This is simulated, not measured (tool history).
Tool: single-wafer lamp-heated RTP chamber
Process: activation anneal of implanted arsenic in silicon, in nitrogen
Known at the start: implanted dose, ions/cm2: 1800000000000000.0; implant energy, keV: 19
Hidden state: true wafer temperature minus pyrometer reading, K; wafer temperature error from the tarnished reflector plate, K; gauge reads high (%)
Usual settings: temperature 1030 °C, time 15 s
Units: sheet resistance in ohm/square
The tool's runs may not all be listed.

run,hour,temperature,time,wafers since the last listed run,wafers since the last pyrometer calibration,wafers since the reflector plate was cleaned,hours since the gauge calibration,"read-back reference wafer on the same gauge, sheet resistance",sheet resistance
1,0,1030,15,0,4915,7672,1569.3,79.83,93.83
2,64.1,1030,15,951,5867,8624,1633.4,79.82,93.58
# hour 101.1: reflector plate cleaned
3,133,1037,21,904,6771,474,1702.3,79.79,85.65
# hour 197.1: pyrometer window cleaned and pyrometer calibrated
4,197.6,1030,15,840,7,1314,1766.9,79.78,96.41
5,243.2,1030,15,677,684,1991,1812.5,79.83,96.07
6,277,1030,15,501,1185,2493,1846.3,79.77,95.53
7,323.4,1030,18,688,1874,3182,1892.7,79.81,92.56
8,368.3,1030,10,666,2541,3849,1937.6,79.77,101.09
9,401.1,1006,15,487,3028,4336,1970.4,79.74,106.08
10,451.9,1006,15,754,3782,5090,2021.2,79.82,105.36
11,476.2,1030,19,360,4143,5451,2045.5,79.8,90.74
12,517.6,1016,22,614,4758,6066,2086.9,79.8,93.37
# hour 574.6: gauge calibrated
13,578.7,1030,15,907,5665,6973,4.1,79.82,92.93
14,611.8,1046,12,491,6157,7464,37.2,79.84,89.92
15,644.9,1022,20,491,6648,7956,70.3,79.76,91.87
16,683.7,1051,13,576,7224,8532,109.1,79.79,86.73
# hour 767.7: pyrometer window cleaned and pyrometer calibrated
17,839.1,1007,12,2188,1059,10720,264.5,79.81,107.88
# hour 897.9: reflector plate cleaned
18,907.6,1044,6,898,1957,144,333,79.81,102.85
19,963.3,1045,15,827,2785,971,388.7,79.82,88.27
20,998,1009,21,515,3300,1486,423.4,79.8,98.36
21,1048.5,1003,15,749,4050,2236,473.9,79.78,105.9
22,1076.5,1030,24,415,4465,2652,501.9,79.84,86.14
23,1114.8,1049,12,568,5034,3221,540.2,79.81,89.36
24,1145,1015,21,448,5482,3669,570.4,79.77,93.86
# hour 1235: pyrometer window cleaned and pyrometer calibrated
25,1243.4,1030,15,1342,125,5011,668.8,79.83,96.07
26,1310.4,1030,15,994,1119,6006,735.8,79.81,95.6
27,1346.8,1030,21,540,1660,6547,772.2,79.75,89.85
28,1387.2,1006,15,599,2260,7147,812.6,79.82,105.24
29,1427.1,1052,15,592,2852,7739,852.5,79.79,85.44
30,1453.2,1021,15,387,3240,8127,878.6,79.79,98.02
31,1492.4,1012,8,582,3822,8709,917.8,79.84,110.88
32,1550.7,1011,11,865,4687,9574,976.1,79.84,106.27
33,1600.7,1030,15,742,5430,10317,1026.1,79.84,92.46

Forecast run 34:
34,1641.7,1014,24,608,6039,10925,1067.1,?,?

read-back reference wafer on the same gauge, sheet resistance: 79.83
sheet resistance: 91.45 ohm/square
Without the tool's hidden state the same run would have given sheet resistance 96.97 ohm/square.
